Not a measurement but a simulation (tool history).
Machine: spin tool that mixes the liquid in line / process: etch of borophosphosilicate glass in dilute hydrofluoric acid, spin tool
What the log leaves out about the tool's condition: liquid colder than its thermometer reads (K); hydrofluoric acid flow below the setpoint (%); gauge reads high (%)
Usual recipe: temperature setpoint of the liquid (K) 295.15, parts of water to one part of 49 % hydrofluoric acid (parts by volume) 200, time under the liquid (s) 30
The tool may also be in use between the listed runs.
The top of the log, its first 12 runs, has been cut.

| run | hour | temperature setpoint of the liquid (K) | parts of water to one part of 49 % hydrofluoric acid (parts by volume) | time under the liquid (s) | wafers since the last listed run | hours since the thermometer was replaced | hours since the hydrofluoric acid flow meter was replaced | hours since the gauge calibration | read-back film thickness of the borophosphosilicate glass reference wafer, read on the same gauge (nm) | thickness taken off the borophosphosilicate glass on a monitor wafer (angstrom) |
|---|---|---|---|---|---|---|---|---|---|---|
| 13 | 318.2 | 299.15 | 200 | 30 | 563 | 1386.9 | 738.1 | 783.3 | 60 | 69.4 |
| 14 | 349.5 | 296.65 | 200 | 30 | 538 | 1418.2 | 769.4 | 814.6 | 60.05 | 63.5 |
|  | 367.6 | thermometer replaced |
|  | 371.8 | hydrofluoric acid flow meter replaced |
| 15 | 381 | 296.65 | 200 | 30 | 507 | 13.4 | 9.2 | 846.1 | 60 | 73.9 |
| 16 | 401.6 | 297.65 | 175 | 30 | 354 | 34 | 29.8 | 866.7 | 60 | 90.9 |
| 17 | 449.4 | 296.65 | 250 | 20 | 821 | 81.8 | 77.6 | 914.5 | 60.03 | 37.4 |
| 18 | 471.6 | 295.15 | 200 | 30 | 381 | 104 | 99.8 | 936.7 | 59.98 | 68.2 |
|  | 504.1 | gauge calibrated |
| 19 | 546.9 | 293.65 | 200 | 50 | 1294 | 179.3 | 175.1 | 42.8 | 59.97 | 107.5 |
| 20 | 559.4 | 295.15 | 300 | 30 | 214 | 191.8 | 187.6 | 55.3 | 59.97 | 41 |
| 21 | 580.5 | 295.15 | 200 | 30 | 362 | 212.9 | 208.7 | 76.4 | 60.01 | 67.4 |
| 22 | 614 | 296.65 | 240 | 50 | 575 | 246.4 | 242.2 | 109.9 | 60.02 | 93 |
| 23 | 638.5 | 295.15 | 200 | 15 | 421 | 270.9 | 266.7 | 134.4 | 59.96 | 33.4 |
| 24 | 676 | 295.15 | 200 | 30 | 644 | 308.4 | 304.2 | 171.9 | 60.05 | 66.9 |
| 25 | 702.5 | 295.15 | 260 | 25 | 455 | 334.9 | 330.7 | 198.4 | 60.01 | 39.4 |
| 26 | 732.9 | 295.15 | 200 | 30 | 522 | 365.3 | 361.1 | 228.8 | 60.04 | 65.8 |
| 27 | 751.5 | 295.15 | 200 | 30 | 319 | 383.9 | 379.7 | 247.4 | 59.96 | 65.7 |
| 28 | 782.3 | 290.65 | 200 | 30 | 529 | 414.7 | 410.5 | 278.2 | 59.99 | 55.4 |
| 29 | 804.8 | 295.15 | 200 | 30 | 386 | 437.2 | 433 | 300.7 | 59.99 | 65.3 |
| 30 | 822.4 | 296.65 | 200 | 35 | 302 | 454.8 | 450.6 | 318.3 | 59.94 | 79.4 |
| 31 | 857.9 | 295.15 | 295 | 30 | 610 | 490.3 | 486.1 | 353.8 | 59.99 | 39.8 |

Alternative continuations, all from the tool just after run 31; predict every row:
| A | 858.3 | 299.65 | 200 | 30 | 6 | 490.7 | 486.5 | 354.2 | ? | ? |
| B | 858.3 | 297.15 | 170 | 50 | 6 | 490.7 | 486.5 | 354.2 | ? | ? |
| C | 858.3 | 291.15 | 290 | 25 | 6 | 490.7 | 486.5 | 354.2 | ? | ? |
| D | 858.3 | 299.65 | 145 | 20 | 6 | 490.7 | 486.5 | 354.2 | ? | ? |
| E | 858.3 | 297.65 | 295 | 30 | 6 | 490.7 | 486.5 | 354.2 | ? | ? |

| run | read-back film thickness of the borophosphosilicate glass reference wafer, read on the same gauge (nm) | thickness taken off the borophosphosilicate glass on a monitor wafer (angstrom) |
|---|---|---|
| A | 60.07 | 75.7 |
| B | 60.07 | 140.3 |
| C | 60.07 | 29.1 |
| D | 60.07 | 74.5 |
| E | 60.07 | 43.1 |
With the hidden condition removed and each run's random variation left untouched, the same runs would have given:
| run | thickness taken off the borophosphosilicate glass on a monitor wafer (angstrom) |
|---|---|
| A | 81.8 |
| B | 151.3 |
| C | 31.5 |
| D | 80.3 |
| E | 46.8 |

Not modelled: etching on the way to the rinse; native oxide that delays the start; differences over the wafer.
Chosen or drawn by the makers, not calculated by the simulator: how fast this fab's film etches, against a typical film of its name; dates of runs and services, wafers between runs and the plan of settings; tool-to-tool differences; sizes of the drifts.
